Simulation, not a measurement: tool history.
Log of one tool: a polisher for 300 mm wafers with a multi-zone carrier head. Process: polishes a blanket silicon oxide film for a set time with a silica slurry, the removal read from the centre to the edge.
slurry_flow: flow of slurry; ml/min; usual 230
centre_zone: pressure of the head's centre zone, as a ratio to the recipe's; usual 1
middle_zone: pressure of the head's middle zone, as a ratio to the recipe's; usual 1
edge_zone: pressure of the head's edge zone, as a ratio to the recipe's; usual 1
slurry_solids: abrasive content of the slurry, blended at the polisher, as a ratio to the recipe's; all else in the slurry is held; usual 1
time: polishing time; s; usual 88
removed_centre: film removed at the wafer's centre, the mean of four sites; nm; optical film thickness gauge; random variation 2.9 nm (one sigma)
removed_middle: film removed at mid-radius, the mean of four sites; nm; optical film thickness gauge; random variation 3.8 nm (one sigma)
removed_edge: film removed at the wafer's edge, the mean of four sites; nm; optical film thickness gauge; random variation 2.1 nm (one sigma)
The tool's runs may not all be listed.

run	hour	slurry_flow	centre_zone	middle_zone	edge_zone	slurry_solids	time	incoming thickness of the incoming film, nm	removed_centre	removed_middle	removed_edge
1	0	230	1	1	1	1	88	1840.9	327.8	324.5	325.5
2	62.5	230	1	1	1	1	88	1831	325.1	333.6	329.5
# hour 131.9: worn pad replaced by a new one
# hour 154.9: slurry nozzle cleaned
3	183	230	1	1	1	1	88	1818.9	326.7	317.1	328.2
# hour 225.6: edge zone pressure recalibrated
4	242.6	230	1	1	1	1	88	1845.4	326.9	320.5	327.4
5	285.2	230	1	1	1	1	88	1836.9	329.9	325.5	330.2
# hour 336.1: worn pad replaced by a new one
6	338.8	230	1	1	1	1	88	1806.8	328.8	323.4	327.2
7	400.2	230	1	1	1	1	88	1843.2	327.6	314.8	327.7
8	462.4	230	1	1	1	1	88	1876.1	328.3	330.1	329.5
9	502.6	230	1	1	1.05	1	104	1804.4	391.6	386.5	392.8
# hour 527.9: worn pad replaced by a new one
# hour 565.9: slurry nozzle cleaned
10	566.4	150	1	1	1	1	88	1843.1	300.1	299.3	311.5
# hour 581.7: edge zone pressure recalibrated
11	600.3	230	1	1	1	1	88	1852.5	326.2	328.9	333.3
12	664.2	250	1	1	0.91	1.3	69	1804	285.2	278	271
# hour 679.6: centre zone pressure recalibrated
# hour 719: worn pad replaced by a new one
# hour 722: carrier head's membrane replaced by a new one
13	722.5	305	1	0.96	1.04	1.1	88	1851.8	352.5	335.1	353.6
14	787	230	1.12	1	1	1	97	1832.5	393.7	356.5	363.7
15	902.7	230	1	1.11	1	0.7	88	1820.1	292.5	315.7	291.5

What the log doesn't show, run by run:
removal rate lost through wear of the pad, %: 0 in every run
slurry flow missing at the pad, %: 0 in every run
deviation of the centre zone's pressure from its setpoint, %: 0 in every run
deviation of the edge zone's pressure from its setpoint, %: 0 in every run
